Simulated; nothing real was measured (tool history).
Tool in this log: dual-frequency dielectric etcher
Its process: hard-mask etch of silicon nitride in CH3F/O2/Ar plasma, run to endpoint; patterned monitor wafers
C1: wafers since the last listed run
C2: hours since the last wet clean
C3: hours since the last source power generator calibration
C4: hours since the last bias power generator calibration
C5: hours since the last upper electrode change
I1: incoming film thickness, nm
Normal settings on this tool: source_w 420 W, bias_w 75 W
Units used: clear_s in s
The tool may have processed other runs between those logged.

{"run": 1, "day": 0.0, "source_w": 420, "bias_w": 75, "C1": 0, "C2": 247.9, "C3": 2951.9, "C4": 1413.9, "C5": 4872.5, "I1": 53.1, "clear_s": 74.2}
{"run": 2, "day": 0.7, "source_w": 420, "bias_w": 75, "C1": 179, "C2": 264.7, "C3": 2968.7, "C4": 1430.7, "C5": 4889.3, "I1": 53.2, "clear_s": 73.7}
{"run": 3, "day": 0.992, "source_w": 420, "bias_w": 75, "C1": 74, "C2": 271.7, "C3": 2975.7, "C4": 1437.7, "C5": 4896.3, "I1": 52.9, "clear_s": 73.1}
{"run": 4, "day": 1.433, "source_w": 420, "bias_w": 75, "C1": 113, "C2": 282.3, "C3": 2986.3, "C4": 1448.3, "C5": 4906.9, "I1": 53.8, "clear_s": 73.8}
{"run": 5, "day": 1.704, "source_w": 490, "bias_w": 75, "C1": 69, "C2": 288.8, "C3": 2992.8, "C4": 1454.8, "C5": 4913.4, "I1": 52.7, "clear_s": 67}
{"run": 6, "day": 2.042, "source_w": 420, "bias_w": 75, "C1": 86, "C2": 296.9, "C3": 3000.9, "C4": 1462.9, "C5": 4921.5, "I1": 53.5, "clear_s": 74.5}
{"run": 7, "day": 2.338, "source_w": 420, "bias_w": 75, "C1": 75, "C2": 304, "C3": 3008, "C4": 1470, "C5": 4928.6, "I1": 52.9, "clear_s": 73.1}
{"run": 8, "day": 2.85, "source_w": 420, "bias_w": 75, "C1": 131, "C2": 316.3, "C3": 3020.3, "C4": 1482.3, "C5": 4940.9, "I1": 53.5, "clear_s": 74}
{"run": 9, "day": 3.583, "source_w": 420, "bias_w": 75, "C1": 188, "C2": 333.9, "C3": 3037.9, "C4": 1499.9, "C5": 4958.5, "I1": 53.4, "clear_s": 73}
{"run": 10, "day": 3.85, "source_w": 420, "bias_w": 75, "C1": 68, "C2": 340.3, "C3": 3044.3, "C4": 1506.3, "C5": 4964.9, "I1": 53.1, "clear_s": 73.4}
{"day": 4.596, "done": "bias power generator calibrated"}
{"run": 11, "day": 4.617, "source_w": 420, "bias_w": 75, "C1": 153, "C2": 358.7, "C3": 3062.7, "C4": 0.5, "C5": 4983.3, "I1": 53.2, "clear_s": 72.4}

What will run 12 give?
{"run": 12, "day": 5.208, "source_w": 510, "bias_w": 70, "C1": 151, "C2": 372.9, "C3": 3076.9, "C4": 14.7, "C5": 4997.5, "I1": 53.1, "clear_s": "?"}

{"run 12": {"clear_s": 66.8}}
Were there no unlogged condition in the tool, this run, its random variation unchanged, would have produced clear_s 70.5 s.
